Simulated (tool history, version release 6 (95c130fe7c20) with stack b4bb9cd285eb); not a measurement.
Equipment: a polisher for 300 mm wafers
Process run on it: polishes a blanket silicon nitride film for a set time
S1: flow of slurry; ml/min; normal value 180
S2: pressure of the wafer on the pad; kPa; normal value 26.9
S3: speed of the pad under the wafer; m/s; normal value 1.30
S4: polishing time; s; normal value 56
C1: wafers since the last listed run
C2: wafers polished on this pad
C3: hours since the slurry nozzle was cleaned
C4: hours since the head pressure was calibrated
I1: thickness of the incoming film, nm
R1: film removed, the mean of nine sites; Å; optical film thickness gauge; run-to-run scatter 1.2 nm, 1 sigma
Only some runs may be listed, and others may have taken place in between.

run   hour   S1    S2    S3  S4   C1   C2     C3      C4     I1    R1
  1    0.0  210  26.9  1.30  56    0  570  141.5  1053.0  469.3  1078
  2   15.7  210  26.9  1.30  56  120  691  157.2  1068.7  462.9  1085
      31.3  -- worn pad replaced by a new one
  3   93.7  180  26.9  1.30  56  566  478  235.2  1146.7  453.3  1054
     160.3  -- worn pad replaced by a new one
  4  201.6  180  26.9  1.30  56  795  316  343.1  1254.6  455.1  1061
  5  225.5  180  31.7  1.30  66  183  499  367.0  1278.5  459.8  1458
  6  260.0  180  31.7  1.30  66  264  763  401.5  1313.0  450.4  1467
  7  273.2  180  26.9  1.30  56  101  864  414.7  1326.2  463.5  1079
     297.0  -- worn pad replaced by a new one
     313.0  -- head pressure recalibrated
     322.2  -- slurry nozzle cleaned
  8  331.8  180  26.9  1.30  69  395  243    9.6    18.8  461.7  1451
  9  354.0  205  31.0  0.96  39  170  413   31.8    41.0  457.9   743
 10  379.4  180  26.9  1.30  56  194  608   57.2    66.4  459.2  1162
 11  403.1  205  31.0  0.96  39  181  789   80.9    90.1  465.6   724
     410.6  -- worn pad replaced by a new one
 12  434.6  180  34.5  1.74  64  210  184  112.4   121.6  464.0  2118
 13  465.4  180  26.9  1.30  42  235  420  143.2   152.4  455.0   842
 14  491.6  180  26.9  1.08  56  200  620  169.4   178.6  458.3   964
     519.3  -- worn pad replaced by a new one
 15  523.8  140  19.3  1.42  56  215   34  201.6   210.8  456.9   846
 16  539.8  140  19.3  1.42  56  122  156  217.6   226.8  456.7   849

Hidden state or all else? Some run-to-run changes of R1, split into what the settings, what came in and random variation would give without the hidden state, and what is left for the hidden state (with any gauge scatter that isn't in both results):
Hidden conditions of the tool in this case: removal rate lost through wear of the pad, %; slurry flow missing at the pad, %; deviation of the head's pressure from its setpoint, %.
Run 7 -> 8: S4 56 -> 69, worn pad replaced by a new one, head pressure recalibrated, slurry nozzle cleaned. R1 +372 Å: hidden state +113, all else +259.
Run 11 -> 12: S1 205 -> 180, S2 31.0 -> 34.5, S3 0.96 -> 1.74, S4 39 -> 64, worn pad replaced by a new one. R1 +1394 Å: hidden state -55, all else +1449.
